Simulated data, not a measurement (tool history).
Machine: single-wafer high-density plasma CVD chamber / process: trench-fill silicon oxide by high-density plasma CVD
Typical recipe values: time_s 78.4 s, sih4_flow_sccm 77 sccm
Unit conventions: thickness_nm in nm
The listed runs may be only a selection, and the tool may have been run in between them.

run    hour  time_s  sih4_flow_sccm  wafers since the last listed run  hours since the silane flow controller was replaced  hours since the gauge calibration  read-back reference wafer on the same gauge, thickness_nm  thickness_nm
  1       0    86.6              77                                 0                                                469.6                              438.5                                                    666.045       628.448
  2    71.6    86.6              77                              1134                                                541.2                              510.1                                                     666.02       632.072
  3   107.1    86.6              73                               562                                                576.7                              545.6                                                    666.353       600.039
  4   164.9    86.6              73                               915                                                634.5                              603.4                                                    665.788       599.463
  5   292.4    86.6              73                              2019                                                  762                              730.9                                                    666.291       601.713
  6   356.2    78.4              77                              1010                                                825.8                              794.7                                                    665.734       572.692
  7   389.1    78.4              77                               521                                                858.7                              827.6                                                    666.139       573.192
  8   448.6    89.4              77                               942                                                918.2                              887.1                                                     666.11       655.618
  9   475.5    89.4              77                               426                                                945.1                                914                                                    666.098       657.523
 10   542.1    78.4              77                              1054                                               1011.7                              980.6                                                    666.036       574.892
 11   570.9    78.4              77                               456                                               1040.5                             1009.4                                                    666.012       575.385
 12   637.8    78.4              85                              1059                                               1107.4                             1076.3                                                    666.003       633.992
 13   698.8    78.4              77                               966                                               1168.4                             1137.3                                                    665.926       575.077
 14   723.3    78.4              77                               388                                               1192.9                             1161.8                                                    665.996       573.953
 15   765.1    78.4              77                               662                                               1234.7                             1203.6                                                    665.793       576.707
 16   935.7    78.4              88                              2701                                               1405.3                             1374.2                                                    666.064       660.206
 17     995    67.3              92                               939                                               1464.6                             1433.5                                                    666.077       593.223
 18  1029.4    78.4              77                               544                                                 1499                             1467.9                                                    665.752        577.25
 19  1081.5    78.4              77                               825                                               1551.1                               1520                                                    666.118       579.412
     1090.7  -- gauge calibrated
 20  1122.7    93.3              65                               652                                               1592.3                                 32                                                    666.105       581.808
 21  1172.8    69.1              67                               793                                               1642.4                               82.1                                                    666.171       442.737
     1180.9  -- silane flow controller replaced
 22  1244.4    78.4              65                              1007                                                 63.5                              153.7                                                    666.086       480.388
 23  1285.5    71.5              83                               650                                                104.6                              194.8                                                    665.917       557.634
 24  1326.4    85.3              66                               647                                                145.5                              235.7                                                     665.81       529.197
 25  1372.3    78.4              67                               726                                                191.4                              281.6                                                    666.039       497.181
 26  1564.2    93.1              66                              3039                                                383.3                              473.5                                                    666.093       578.678
 27  1632.9    78.4              77                              1088                                                  452                              542.2                                                    666.247       569.397
 28    1693    69.5              77                               951                                                512.1                              602.3                                                    666.053       506.353
 29  1738.9    78.4              77                               726                                                  558                              648.2                                                    666.116       571.726
 30  1786.9    72.7              64                               760                                                  606                              696.2                                                    666.121       441.528
 31  1813.1    78.4              77                               414                                                632.2                              722.4                                                    665.883       573.133

The logged runs with the hidden state left out (each run's random variation unchanged):
Hidden conditions of the tool in this case: delivered silane flow above the setpoint (%); gauge reads high (%).
run  thickness_nm
  1       625.511
  2       628.538
  3       596.412
  4       595.396
  5       596.652
  6        567.41
  7       567.666
  8       648.802
  9       650.463
 10       568.234
 11       568.511
 12       625.883
 13       567.279
 14       565.993
 15       568.405
 16       649.288
 17       582.973
 18       567.027
 19       568.774
 20       570.827
 21       434.104
 22       479.662
 23       556.495
 24       527.838
 25        495.61
 26       575.423
 27       565.694
 28       502.672
 29       567.235
 30       437.789
 31       568.088
